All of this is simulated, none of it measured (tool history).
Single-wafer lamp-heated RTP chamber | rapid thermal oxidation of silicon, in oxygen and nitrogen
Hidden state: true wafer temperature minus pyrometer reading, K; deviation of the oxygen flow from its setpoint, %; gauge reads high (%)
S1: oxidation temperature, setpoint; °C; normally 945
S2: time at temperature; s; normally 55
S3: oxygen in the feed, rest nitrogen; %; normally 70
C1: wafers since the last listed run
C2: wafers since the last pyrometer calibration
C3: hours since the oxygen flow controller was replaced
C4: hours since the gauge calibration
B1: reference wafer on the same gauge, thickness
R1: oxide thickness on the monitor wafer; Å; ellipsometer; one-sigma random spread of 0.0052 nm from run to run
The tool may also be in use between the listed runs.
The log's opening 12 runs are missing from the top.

{"run": 13, "day": 6.088, "S1": 945, "S2": 55, "S3": 70, "C1": 148, "C2": 4875, "C3": 5536.5, "C4": 489.6, "B1": 3.17, "R1": 35.19}
{"run": 14, "day": 6.492, "S1": 945, "S2": 55, "S3": 70, "C1": 134, "C2": 5010, "C3": 5546.2, "C4": 499.3, "B1": 3.169, "R1": 35.13}
{"run": 15, "day": 6.946, "S1": 945, "S2": 55, "S3": 70, "C1": 151, "C2": 5161, "C3": 5557.1, "C4": 510.2, "B1": 3.17, "R1": 35.19}
{"day": 6.95, "done": "gauge calibrated"}
{"run": 16, "day": 7.346, "S1": 923, "S2": 55, "S3": 90, "C1": 133, "C2": 5294, "C3": 5566.7, "C4": 9.5, "B1": 3.169, "R1": 32.83}
{"run": 17, "day": 7.758, "S1": 923, "S2": 55, "S3": 90, "C1": 137, "C2": 5432, "C3": 5576.6, "C4": 19.4, "B1": 3.171, "R1": 32.9}
{"run": 18, "day": 8.133, "S1": 923, "S2": 55, "S3": 90, "C1": 124, "C2": 5556, "C3": 5585.6, "C4": 28.4, "B1": 3.17, "R1": 32.77}
{"run": 19, "day": 8.558, "S1": 945, "S2": 55, "S3": 70, "C1": 141, "C2": 5698, "C3": 5595.8, "C4": 38.6, "B1": 3.169, "R1": 35.19}
{"run": 20, "day": 9.283, "S1": 924, "S2": 41, "S3": 70, "C1": 241, "C2": 5939, "C3": 5613.2, "C4": 56.0, "B1": 3.169, "R1": 28.57}
{"day": 9.792, "done": "oxygen flow controller replaced"}
{"run": 21, "day": 9.971, "S1": 931, "S2": 55, "S3": 70, "C1": 117, "C2": 6057, "C3": 4.3, "C4": 72.5, "B1": 3.17, "R1": 32.43}
{"run": 22, "day": 10.588, "S1": 930, "S2": 68, "S3": 98, "C1": 205, "C2": 6263, "C3": 19.1, "C4": 87.3, "B1": 3.169, "R1": 37.94}
{"run": 23, "day": 11.329, "S1": 931, "S2": 66, "S3": 70, "C1": 246, "C2": 6510, "C3": 36.9, "C4": 105.1, "B1": 3.169, "R1": 34.46}
{"run": 24, "day": 11.917, "S1": 931, "S2": 55, "S3": 70, "C1": 195, "C2": 6705, "C3": 51.0, "C4": 119.2, "B1": 3.171, "R1": 32.4}
{"run": 25, "day": 12.629, "S1": 930, "S2": 55, "S3": 49, "C1": 237, "C2": 6942, "C3": 68.1, "C4": 136.3, "B1": 3.17, "R1": 29.91}
{"run": 26, "day": 13.171, "S1": 945, "S2": 55, "S3": 70, "C1": 180, "C2": 7123, "C3": 81.1, "C4": 149.3, "B1": 3.169, "R1": 35.23}
{"run": 27, "day": 13.692, "S1": 945, "S2": 55, "S3": 70, "C1": 173, "C2": 7296, "C3": 93.6, "C4": 161.8, "B1": 3.17, "R1": 35.27}
{"day": 14.362, "done": "pyrometer window cleaned and pyrometer calibrated"}
{"run": 28, "day": 14.383, "S1": 929, "S2": 55, "S3": 42, "C1": 119, "C2": 6, "C3": 110.2, "C4": 178.4, "B1": 3.17, "R1": 28.61}
{"run": 29, "day": 14.971, "S1": 945, "S2": 29, "S3": 57, "C1": 195, "C2": 201, "C3": 124.3, "C4": 192.5, "B1": 3.17, "R1": 27.34}
{"run": 30, "day": 15.308, "S1": 959, "S2": 31, "S3": 70, "C1": 112, "C2": 314, "C3": 132.4, "C4": 200.6, "B1": 3.17, "R1": 31.05}
{"run": 31, "day": 15.708, "S1": 954, "S2": 30, "S3": 97, "C1": 133, "C2": 447, "C3": 142.0, "C4": 210.2, "B1": 3.17, "R1": 32.41}
{"run": 32, "day": 15.967, "S1": 945, "S2": 38, "S3": 70, "C1": 86, "C2": 533, "C3": 148.2, "C4": 216.4, "B1": 3.17, "R1": 30.78}
{"run": 33, "day": 16.525, "S1": 945, "S2": 55, "S3": 70, "C1": 185, "C2": 719, "C3": 161.6, "C4": 229.8, "B1": 3.17, "R1": 34.91}
{"run": 34, "day": 16.925, "S1": 945, "S2": 28, "S3": 52, "C1": 133, "C2": 852, "C3": 171.2, "C4": 239.4, "B1": 3.172, "R1": 26.66}
{"run": 35, "day": 17.633, "S1": 920, "S2": 55, "S3": 70, "C1": 235, "C2": 1088, "C3": 188.2, "C4": 256.4, "B1": 3.17, "R1": 30.34}
{"run": 36, "day": 18.067, "S1": 936, "S2": 75, "S3": 92, "C1": 144, "C2": 1232, "C3": 198.6, "C4": 266.8, "B1": 3.171, "R1": 39.89}
{"run": 37, "day": 18.521, "S1": 975, "S2": 55, "S3": 70, "C1": 151, "C2": 1383, "C3": 209.5, "C4": 277.7, "B1": 3.171, "R1": 42.59}

Consider 5 possible next runs. They are alternatives, not a sequence: every one starts from the tool as it was left by run 37. What does each give?
{"run": "A", "day": 18.538, "S1": 945, "S2": 55, "S3": 70, "C1": 5, "C2": 1389, "C3": 209.9, "C4": 278.1, "B1": "?", "R1": "?"}
{"run": "B", "day": 18.538, "S1": 962, "S2": 39, "S3": 54, "C1": 5, "C2": 1389, "C3": 209.9, "C4": 278.1, "B1": "?", "R1": "?"}
{"run": "C", "day": 18.538, "S1": 966, "S2": 75, "S3": 70, "C1": 5, "C2": 1389, "C3": 209.9, "C4": 278.1, "B1": "?", "R1": "?"}
{"run": "D", "day": 18.538, "S1": 969, "S2": 69, "S3": 70, "C1": 5, "C2": 1389, "C3": 209.9, "C4": 278.1, "B1": "?", "R1": "?"}
{"run": "E", "day": 18.538, "S1": 945, "S2": 37, "S3": 87, "C1": 5, "C2": 1389, "C3": 209.9, "C4": 278.1, "B1": "?", "R1": "?"}

run=A B1=3.171 R1=34.89
run=B B1=3.171 R1=32.05
run=C B1=3.171 R1=45.36
run=D B1=3.171 R1=44.77
run=E B1=3.171 R1=32.16
Had the tool no hidden state, the same runs would have come out as:
run=A R1=34.82
run=B R1=31.99
run=C R1=45.26
run=D R1=44.66
run=E R1=32.10
